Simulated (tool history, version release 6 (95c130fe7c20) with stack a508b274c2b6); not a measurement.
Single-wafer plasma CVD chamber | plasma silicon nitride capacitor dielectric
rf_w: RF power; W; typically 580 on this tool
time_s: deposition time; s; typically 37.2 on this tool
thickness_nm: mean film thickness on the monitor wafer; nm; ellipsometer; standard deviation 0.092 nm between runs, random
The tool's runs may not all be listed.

run	day	rf_w	time_s	read-back reference wafer on the same gauge, thickness_nm	thickness_nm
1	0	615	37.2	50.621	55.418
2	0.862	615	37.2	50.6	55.259
3	1.733	615	37.2	50.613	55.349
4	3.083	580	41.7	50.586	61.025
5	3.992	530	37.2	50.596	52.814
6	5.346	635	37.2	50.605	55.681
7	5.983	580	37.2	50.611	54.388
8	7.475	580	37.2	50.586	54.251
9	8.4	580	37.2	50.605	53.966
# day 9.121: gauge calibrated
10	9.488	580	37.2	50.567	54.232
11	10.412	580	37.2	50.575	54.186
12	11.371	580	37.2	50.611	54.07
13	12.054	580	37.2	50.63	53.966
14	13.538	500	39.8	50.598	55.078
# day 14.492: showerhead replaced
15	14.538	630	30.2	50.62	44.885
16	15.271	580	37.2	50.583	53.96
17	16.058	615	37.2	50.606	54.771
# day 19.917: RF generator calibrated
18	20.2	580	30.8	50.599	45.913
19	21.171	680	31.1	50.59	48.726
20	22.167	580	37.2	50.569	55.493
21	23.229	580	37.2	50.597	55.485
22	24.642	580	30	50.602	44.742
23	25.671	580	39.9	50.572	59.469
24	27.975	635	32.1	50.606	49.2
25	29.283	660	40.6	50.586	62.958

Consider 3 possible next runs. They are alternatives, not a sequence: every one starts from the tool as it was left by run 25. What does each give?
A	29.3	580	37.2	?	?
B	29.3	680	39.6	?	?
C	29.3	680	42.9	?	?

run	read-back reference wafer on the same gauge, thickness_nm	thickness_nm
A	50.615	55.497
B	50.615	61.993
C	50.615	67.159
Without the tool's hidden state the same runs would have given:
run	thickness_nm
A	55.547
B	62.048
C	67.219
